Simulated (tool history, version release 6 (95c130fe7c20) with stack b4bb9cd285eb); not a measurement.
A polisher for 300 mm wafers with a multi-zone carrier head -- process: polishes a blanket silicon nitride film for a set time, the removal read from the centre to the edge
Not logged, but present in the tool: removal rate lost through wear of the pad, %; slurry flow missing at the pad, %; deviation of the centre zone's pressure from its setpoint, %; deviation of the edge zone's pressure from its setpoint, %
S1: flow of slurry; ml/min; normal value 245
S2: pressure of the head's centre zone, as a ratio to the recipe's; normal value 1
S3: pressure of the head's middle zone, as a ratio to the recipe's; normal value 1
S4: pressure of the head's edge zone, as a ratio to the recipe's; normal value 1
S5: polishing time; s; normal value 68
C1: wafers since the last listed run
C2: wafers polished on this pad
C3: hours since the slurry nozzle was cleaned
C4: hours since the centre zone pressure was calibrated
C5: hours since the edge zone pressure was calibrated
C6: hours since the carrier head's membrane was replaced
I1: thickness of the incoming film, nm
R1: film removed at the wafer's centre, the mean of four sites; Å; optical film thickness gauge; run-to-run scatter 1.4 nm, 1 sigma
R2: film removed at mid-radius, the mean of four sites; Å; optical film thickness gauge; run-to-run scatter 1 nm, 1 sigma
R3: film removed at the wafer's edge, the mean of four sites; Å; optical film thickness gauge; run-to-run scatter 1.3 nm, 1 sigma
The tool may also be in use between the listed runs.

Run 1, day 0: usual settings but S5 86 s; C1 0; C2 4; C3 585; C4 967.9; C5 1060.9; C6 2005.6; I1 950.6. Result: R1 1569 Å, R2 1747 Å, R3 1811 Å.
Run 2, day 0.271: usual settings; C1 65; C2 69; C3 591.5; C4 974.4; C5 1067.4; C6 2012.1; I1 947.2. Result: R1 1232 Å, R2 1407 Å, R3 1432 Å.
Run 3, day 0.733: usual settings but S2 1.03, S4 0.92; C1 111; C2 181; C3 602.6; C4 985.5; C5 1078.5; C6 2023.2; I1 953.5. Result: R1 1235 Å, R2 1413 Å, R3 1364 Å.
Run 4, day 1.288: usual settings but S3 0.91, S4 1.04; C1 133; C2 314; C3 615.9; C4 998.8; C5 1091.8; C6 2036.5; I1 948.5. Result: R1 1229 Å, R2 1307 Å, R3 1474 Å.
At day 1.925: carrier head's membrane replaced by a new one.
Run 5, day 1.946: usual settings but S1 270 ml/min, S2 1.08; C1 108; C2 422; C3 631.7; C4 1014.6; C5 1107.6; C6 0.5; I1 953.9. Result: R1 1346 Å, R2 1408 Å, R3 1457 Å.
At day 2.238: edge zone pressure recalibrated.
Run 6, day 2.421: usual settings but S2 1.04; C1 94; C2 516; C3 643.1; C4 1026; C5 4.4; C6 11.9; I1 948.1. Result: R1 1243 Å, R2 1401 Å, R3 1436 Å.
Run 7, day 2.962: usual settings; C1 130; C2 647; C3 656.1; C4 1039; C5 17.4; C6 24.9; I1 955.3. Result: R1 1199 Å, R2 1411 Å, R3 1423 Å.
Run 8, day 3.642: usual settings but S2 1.09, S5 76 s; C1 163; C2 810; C3 672.4; C4 1055.3; C5 33.7; C6 41.2; I1 965.8. Result: R1 1458 Å, R2 1579 Å, R3 1606 Å.
Run 9, day 3.996: usual settings but S1 180 ml/min, S2 1.09; C1 85; C2 895; C3 680.9; C4 1063.8; C5 42.2; C6 49.7; I1 953.2. Result: R1 1251 Å, R2 1351 Å, R3 1362 Å.
At day 4.267: worn pad replaced by a new one.
At day 4.271: centre zone pressure recalibrated.
Run 10, day 4.288: usual settings but S2 0.93, S3 0.89, S4 1.08; C1 28; C2 3; C3 687.9; C4 0.4; C5 49.2; C6 56.7; I1 943.4. Result: R1 1295 Å, R2 1276 Å, R3 1476 Å.
At day 4.638: slurry nozzle cleaned.
Run 11, day 4.658: usual settings but S1 185 ml/min, S3 0.96, S5 48 s; C1 79; C2 82; C3 0.5; C4 9.3; C5 58.1; C6 65.6; I1 937.4. Result: R1 936 Å, R2 930 Å, R3 973 Å.
Run 12, day 5.104: usual settings but S4 0.94; C1 107; C2 190; C3 11.2; C4 20; C5 68.8; C6 76.3; I1 947.4. Result: R1 1365 Å, R2 1399 Å, R3 1392 Å.
Run 13, day 5.517: usual settings; C1 99; C2 289; C3 21.1; C4 29.9; C5 78.7; C6 86.2; I1 954.2. Result: R1 1373 Å, R2 1408 Å, R3 1408 Å.
Run 14, day 6.062: usual settings but S1 170 ml/min, S4 0.93; C1 131; C2 420; C3 34.2; C4 43; C5 91.8; C6 99.3; I1 948.1. Result: R1 1292 Å, R2 1336 Å, R3 1347 Å.
Run 15, day 6.696: usual settings; C1 152; C2 573; C3 49.4; C4 58.2; C5 107; C6 114.5; I1 956.5. Result: R1 1355 Å, R2 1413 Å, R3 1437 Å.
Run 16, day 7.225: usual settings but S1 290 ml/min, S3 1.11; C1 127; C2 700; C3 62.1; C4 70.9; C5 119.7; C6 127.2; I1 937. Result: R1 1408 Å, R2 1568 Å, R3 1453 Å.
Run 17, day 7.562: usual settings; C1 81; C2 781; C3 70.2; C4 79; C5 127.8; C6 135.3; I1 943.5. Result: R1 1368 Å, R2 1374 Å, R3 1430 Å.
Run 18, day 8.271: usual settings but S4 0.94; C1 170; C2 951; C3 87.2; C4 96; C5 144.8; C6 152.3; I1 962.6. Result: R1 1385 Å, R2 1426 Å, R3 1400 Å.
At day 8.554: worn pad replaced by a new one.
Run 19, day 8.683: usual settings; C1 59; C2 30; C3 97.1; C4 105.9; C5 154.7; C6 162.2; I1 938.7. Result: R1 1377 Å, R2 1376 Å, R3 1430 Å.
Run 20, day 8.938: usual settings but S1 305 ml/min, S2 0.88, S3 0.9, S4 0.91; C1 61; C2 91; C3 103.2; C4 112; C5 160.8; C6 168.3; I1 945. Result: R1 1241 Å, R2 1300 Å, R3 1390 Å.
Run 21, day 9.233: usual settings but S3 1.08, S5 49 s; C1 71; C2 162; C3 110.3; C4 119.1; C5 167.9; C6 175.4; I1 935.7. Result: R1 988 Å, R2 1079 Å, R3 1034 Å.
Run 22, day 9.492: usual settings but S1 280 ml/min, S4 1.08, S5 51 s; C1 62; C2 225; C3 116.5; C4 125.3; C5 174.1; C6 181.6; I1 953.4. Result: R1 1049 Å, R2 1055 Å, R3 1138 Å.

Here are 4 independent what-if runs from the current tool condition. What would each one return?
Run A, day 9.508: usual settings; C1 4; C2 229; C3 116.9; C4 125.7; C5 174.5; C6 182; I1 964.7. Result: R1 ?, R2 ?, R3 ?.
Run B, day 9.508: usual settings but S2 1.1; C1 4; C2 229; C3 116.9; C4 125.7; C5 174.5; C6 182; I1 964.7. Result: R1 ?, R2 ?, R3 ?.
Run C, day 9.508: usual settings but S2 0.9, S3 0.91, S4 1.05; C1 4; C2 229; C3 116.9; C4 125.7; C5 174.5; C6 182; I1 964.7. Result: R1 ?, R2 ?, R3 ?.
Run D, day 9.508: usual settings but S1 295 ml/min; C1 4; C2 229; C3 116.9; C4 125.7; C5 174.5; C6 182; I1 964.7. Result: R1 ?, R2 ?, R3 ?.

run    R1    R2    R3
  A  1379  1402  1442
  B  1518  1402  1442
  C  1239  1296  1479
  D  1409  1430  1464
Without the tool's hidden state the same runs would have given:
run    R1    R2    R3
  A  1383  1402  1442
  B  1523  1402  1442
  C  1243  1296  1479
  D  1413  1430  1464
